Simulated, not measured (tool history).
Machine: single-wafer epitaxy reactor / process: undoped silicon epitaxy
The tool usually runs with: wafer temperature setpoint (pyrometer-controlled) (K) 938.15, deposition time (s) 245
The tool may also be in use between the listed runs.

run    hour  wafer temperature setpoint (pyrometer-controlled) (K)  deposition time (s)  read-back reference wafer on the same gauge, thickness_nm  mean film thickness on the monitor wafer (nm)
  1     0.0                                                 938.15                  245                                                     58.572                                         58.555
  2    87.2                                                 938.15                  245                                                     58.525                                         58.544
  3   151.1                                                 934.15                  245                                                     58.565                                         54.372
  4   247.5                                                 934.15                  245                                                     58.514                                         54.266
  5   298.0                                                 938.15                  218                                                     58.445                                         51.955
  6   366.8                                                 938.15                  218                                                     58.491                                         51.937
  7   466.5                                                 938.15                  218                                                     58.487                                         52.150
  8   561.8                                                 938.15                  245                                                     58.494                                         58.508
  9   636.6                                                 938.15                  245                                                     58.439                                         58.448
 10   721.6                                                 938.15                  245                                                     58.535                                         58.269
 11   797.2                                                 938.15                  245                                                     58.482                                         58.443
 12   872.9                                                 933.15                  245                                                     58.508                                         53.154
 13   974.3                                                 951.15                  245                                                     58.472                                         74.272
 14  1012.5                                                 938.15                  245                                                     58.502                                         58.295
     1089.4  -- pyrometer calibrated
 15  1282.6                                                 928.15                  261                                                     58.535                                         52.385
     1318.2  -- gauge calibrated
 16  1367.4                                                 933.15                  266                                                     58.505                                         58.674
 17  1424.2                                                 949.15                  202                                                     58.494                                         59.711
 18  1529.9                                                 938.15                  245                                                     58.529                                         58.938
 19  1634.5                                                 938.15                  245                                                     58.490                                         58.692
 20  1689.2                                                 951.15                  260                                                     58.471                                         79.242

4 ways to go on from here, each from the tool as it stands after run 20. What would each give?
  A  1689.7                                                 938.15                  273                                                          ?                                              ?
  B  1689.7                                                 934.15                  271                                                          ?                                              ?
  C  1689.7                                                 932.15                  245                                                          ?                                              ?
  D  1689.7                                                 951.15                  213                                                          ?                                              ?

run  read-back reference wafer on the same gauge, thickness_nm  mean film thickness on the monitor wafer (nm)
  A                                                     58.491                                         65.673
  B                                                     58.491                                         60.501
  C                                                     58.491                                         52.681
  D                                                     58.491                                         65.063
Without the tool's hidden state the same runs would have given:
run  mean film thickness on the monitor wafer (nm)
  A                                         66.805
  B                                         61.552
  C                                         53.599
  D                                         66.157

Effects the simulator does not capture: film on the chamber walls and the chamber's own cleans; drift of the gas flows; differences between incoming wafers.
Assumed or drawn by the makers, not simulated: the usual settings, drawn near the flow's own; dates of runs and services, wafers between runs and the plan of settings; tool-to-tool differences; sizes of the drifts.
